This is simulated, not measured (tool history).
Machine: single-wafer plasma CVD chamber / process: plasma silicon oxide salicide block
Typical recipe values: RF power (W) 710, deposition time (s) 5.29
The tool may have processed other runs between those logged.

run    hour  RF power (W)  deposition time (s)  wafers since the last listed run  hours since the last RF generator calibration  hours since the showerhead was replaced  hours since the gauge calibration  read-back reference wafer on the same gauge, thickness_nm  mean film thickness on the monitor wafer (angstrom)
  1       0           710                 5.29                                 0                                          836.4                                     4778                              140.6                                                     49.697                                               524.11
  2    69.8           710                 5.29                              3007                                          906.2                                   4847.8                              210.4                                                     49.727                                               522.46
  3   127.8           710                 5.29                              2499                                          964.2                                   4905.8                              268.4                                                      49.69                                               524.94
  4   200.1           710                 5.29                              3115                                         1036.5                                   4978.1                              340.7                                                     49.672                                               520.45
  5   386.2           710                 5.03                              8019                                         1222.6                                   5164.2                              526.8                                                      49.71                                               491.77
  6     440           710                 5.29                              2318                                         1276.4                                     5218                              580.6                                                     49.661                                               515.78
      519.2  -- RF generator calibrated
  7   519.7           710                 5.29                              3089                                            0.5                                   5297.7                              660.3                                                     49.675                                               530.86
  8   605.9           750                 5.59                              3714                                           86.7                                   5383.9                              746.5                                                      49.71                                               567.92
  9   698.6           750                 5.59                              3994                                          179.4                                   5476.6                              839.2                                                     49.704                                               569.35
 10   777.7           710                 5.29                              3408                                          258.5                                   5555.7                              918.3                                                     49.684                                               526.03
 11   859.1           710                 4.74                              3507                                          339.9                                   5637.1                              999.7                                                     49.699                                               472.03
 12   908.6           710                 5.29                              2133                                          389.4                                   5686.6                             1049.2                                                     49.689                                               528.47
 13   977.3           710                 5.29                              2960                                          458.1                                   5755.3                             1117.9                                                     49.703                                               525.92
      997.1  -- showerhead replaced
 14  1035.4           590                 4.94                              2158                                          516.2                                     38.3                               1176                                                     49.709                                               467.78
     1100.6  -- gauge calibrated
 15    1143           595                 4.77                              4636                                          623.8                                    145.9                               42.4                                                       49.7                                               449.84
 16  1204.4           615                 5.67                              2645                                          685.2                                    207.3                              103.8                                                     49.687                                               540.39
 17  1288.7           635                 5.29                              3632                                          769.5                                    291.6                              188.1                                                     49.685                                                506.4
 18  1363.1           575                 5.57                              3206                                          843.9                                      366                              262.5                                                     49.709                                               518.47
 19  1416.2           710                 5.74                              2288                                            897                                    419.1                              315.6                                                     49.713                                               568.16

4 options for the next run, each taken on its own from the tool as it stands now. Forecast them:
  A  1416.6           710                 5.29                                17                                          897.4                                    419.5                                316                                                          ?                                                    ?
  B  1416.6           590                 4.58                                17                                          897.4                                    419.5                                316                                                          ?                                                    ?
  C  1416.6           800                 4.38                                17                                          897.4                                    419.5                                316                                                          ?                                                    ?
  D  1416.6           815                 4.64                                17                                          897.4                                    419.5                                316                                                          ?                                                    ?

run  read-back reference wafer on the same gauge, thickness_nm  mean film thickness on the monitor wafer (angstrom)
  A                                                     49.686                                               524.84
  B                                                     49.686                                                431.3
  C                                                     49.686                                               449.55
  D                                                     49.686                                               478.77
Stripped of hidden state, with their random variation kept, the same runs would have yielded:
run  mean film thickness on the monitor wafer (angstrom)
  A                                               533.16
  B                                               438.13
  C                                               456.68
  D                                               486.36

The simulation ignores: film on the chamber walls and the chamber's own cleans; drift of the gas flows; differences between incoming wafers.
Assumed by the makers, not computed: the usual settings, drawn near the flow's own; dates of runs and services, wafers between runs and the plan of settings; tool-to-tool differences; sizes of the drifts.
